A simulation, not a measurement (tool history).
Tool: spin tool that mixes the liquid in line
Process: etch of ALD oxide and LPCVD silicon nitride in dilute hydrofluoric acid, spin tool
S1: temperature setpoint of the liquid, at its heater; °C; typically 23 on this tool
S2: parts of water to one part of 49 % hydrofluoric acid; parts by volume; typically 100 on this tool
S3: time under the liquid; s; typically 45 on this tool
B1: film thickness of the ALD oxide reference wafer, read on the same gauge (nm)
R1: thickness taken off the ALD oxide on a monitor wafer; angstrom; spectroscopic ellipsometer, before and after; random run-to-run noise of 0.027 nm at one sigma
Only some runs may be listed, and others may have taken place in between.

run,hour,S1,S2,S3,B1,R1
1,0,23,100,25,120.489,22.64
2,54.9,23,100,25,120.714,22.8
3,114.7,23,100,25,121.025,22.68
4,160.3,23,70,45,121.225,60.61
5,192.9,23,100,45,121.434,40.98
6,248.8,23,100,45,121.786,41
7,292.8,23,100,45,122.055,41.16
8,346.3,23,100,45,122.437,41.34
9,398.1,23,100,45,122.814,41.74
10,469.4,23,100,45,123.438,41.89
11,499.7,23,100,45,123.673,41.75
12,525.1,23,100,45,123.907,42.13
13,591.6,23,100,45,124.518,42.51
14,631.6,23,140,20,124.929,12.98
# hour 695.6: gauge calibrated
15,732.8,21,135,45,120.331,26.85
16,801.6,23,140,45,120.393,27.8
17,893.5,23,120,65,120.525,48.67
18,961.4,23,100,30,120.662,27.34
19,1021.8,23,100,45,120.846,40.79
# hour 1098.6: hydrofluoric acid flow meter replaced
# hour 1134.7: thermometer replaced
20,1222.2,23,100,20,121.689,18.53
21,1291.5,23,100,45,122.062,41.43
22,1338,23,60,45,122.368,73.36
23,1382,25.5,85,45,122.675,55.81
24,1473.2,23,100,45,123.326,42.16

Run-by-run hidden state of the tool:
liquid colder than its thermometer reads (K): 0 on each run
hydrofluoric acid flow above the setpoint (%): 0 on each run
H1: gauge reads high (%)
run,H1
1,0.412
2,0.603
3,0.839
4,1.04
5,1.19
6,1.48
7,1.72
8,2.03
9,2.36
10,2.85
11,3.07
12,3.26
13,3.78
14,4.11
15,0.278
16,0.319
17,0.434
18,0.565
19,0.713
20,1.42
21,1.74
22,1.98
23,2.22
24,2.77
